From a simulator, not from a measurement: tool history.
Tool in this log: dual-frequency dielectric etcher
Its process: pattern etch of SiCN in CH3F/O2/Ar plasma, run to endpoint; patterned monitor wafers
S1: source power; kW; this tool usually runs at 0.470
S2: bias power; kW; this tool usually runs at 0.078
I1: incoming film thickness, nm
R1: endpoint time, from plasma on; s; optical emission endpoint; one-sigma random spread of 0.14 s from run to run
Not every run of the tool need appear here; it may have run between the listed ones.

run,hour,S1,S2,I1,R1
1,0.0,0.470,0.078,7.39,19.7
2,68.9,0.470,0.078,7.37,20.0
# hour 103.7: wet clean of the chamber
3,104.2,0.520,0.078,7.43,18.5
4,111.4,0.470,0.078,7.35,18.7
5,143.0,0.470,0.078,7.39,19.0
6,156.6,0.470,0.078,7.33,19.2
7,184.6,0.470,0.078,7.41,19.5
8,216.8,0.470,0.078,7.44,19.3
9,247.1,0.470,0.071,7.42,19.9
# hour 253.1: source power generator calibrated
10,260.7,0.470,0.071,7.47,20.1
11,289.6,0.470,0.071,7.41,20.1
12,309.9,0.380,0.078,7.39,20.7
13,322.9,0.380,0.078,7.40,20.9
14,341.3,0.470,0.078,7.43,19.9
15,355.1,0.470,0.078,7.44,19.4
16,373.4,0.470,0.078,7.39,19.8
17,390.3,0.470,0.078,7.43,19.7
18,404.2,0.470,0.078,7.39,19.7

Estimate the outcome of run 19 from the log above:
19,424.9,0.470,0.096,7.41,?

Run 19 measured R1 18.7 s.
With the hidden condition absent and the run-to-run variation left alone, this run would have shown R1 18.2 s.
